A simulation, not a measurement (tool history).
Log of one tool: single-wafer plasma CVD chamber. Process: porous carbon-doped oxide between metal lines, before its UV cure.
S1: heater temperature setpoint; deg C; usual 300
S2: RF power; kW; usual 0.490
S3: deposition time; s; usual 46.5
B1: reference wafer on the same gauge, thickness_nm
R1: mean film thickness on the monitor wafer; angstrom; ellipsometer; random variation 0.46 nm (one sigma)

run	hour	S1	S2	S3	B1	R1
1	0.0	300	0.490	46.5	245.186	2335.87
2	14.2	300	0.490	46.5	245.002	2331.01
3	31.8	300	0.490	46.5	244.900	2333.56
# hour 35.9: gauge calibrated
4	43.1	300	0.490	46.5	245.155	2330.02
5	58.4	300	0.490	46.5	244.809	2331.62
6	66.0	300	0.490	53.2	244.941	2658.27
7	79.1	300	0.490	53.2	244.964	2655.63
8	88.1	311	0.490	46.5	245.174	2213.56
9	105.0	311	0.490	46.5	245.234	2213.61
10	116.2	292	0.490	42.1	245.089	2193.81
11	129.1	300	0.560	41.0	245.096	2154.44
# hour 141.6: showerhead replaced
12	142.1	286	0.390	41.8	244.903	2088.55
13	146.2	286	0.390	41.8	244.967	2090.58
# hour 158.5: RF generator calibrated
14	159.0	291	0.545	51.9	245.261	2819.30
# hour 174.1: thermocouple changed; heater temperature recalibrated
15	185.3	309	0.430	52.1	244.951	2419.95
16	195.6	300	0.490	46.5	245.018	2365.90
17	208.7	293	0.490	46.5	245.000	2446.17
18	217.0	300	0.490	46.5	244.872	2356.86
19	233.3	300	0.490	46.5	244.875	2364.11
20	249.7	292	0.425	42.0	245.110	2125.93
21	264.8	300	0.415	53.4	244.984	2556.67
22	275.9	304	0.550	46.5	244.877	2404.87
23	282.6	300	0.570	49.7	244.989	2664.35
24	300.4	292	0.560	46.5	245.114	2585.47
25	322.0	300	0.490	46.5	244.825	2364.17
26	339.3	300	0.410	38.2	245.062	1844.98
27	345.9	300	0.490	46.5	245.062	2359.87
28	353.8	291	0.455	54.0	245.129	2800.74
29	367.1	307	0.490	46.5	245.103	2276.58
30	381.5	300	0.490	42.1	244.883	2147.35
31	396.7	315	0.425	49.2	244.930	2219.71
32	405.3	294	0.555	40.9	244.920	2238.84
33	423.0	309	0.460	52.0	245.091	2474.56

Forecast each of these 5 alternatives for the next run:
A	423.4	308	0.490	46.5	?	?
B	423.4	300	0.560	46.5	?	?
C	423.4	300	0.525	46.5	?	?
D	423.4	306	0.585	40.9	?	?
E	423.4	304	0.490	52.9	?	?

run	B1	R1
A	244.781	2271.95
B	244.781	2474.13
C	244.781	2418.79
D	244.781	2153.09
E	244.781	2628.18
Without the tool's hidden state the same runs would have given:
run	R1
A	2283.26
B	2486.75
C	2431.13
D	2163.87
E	2641.43
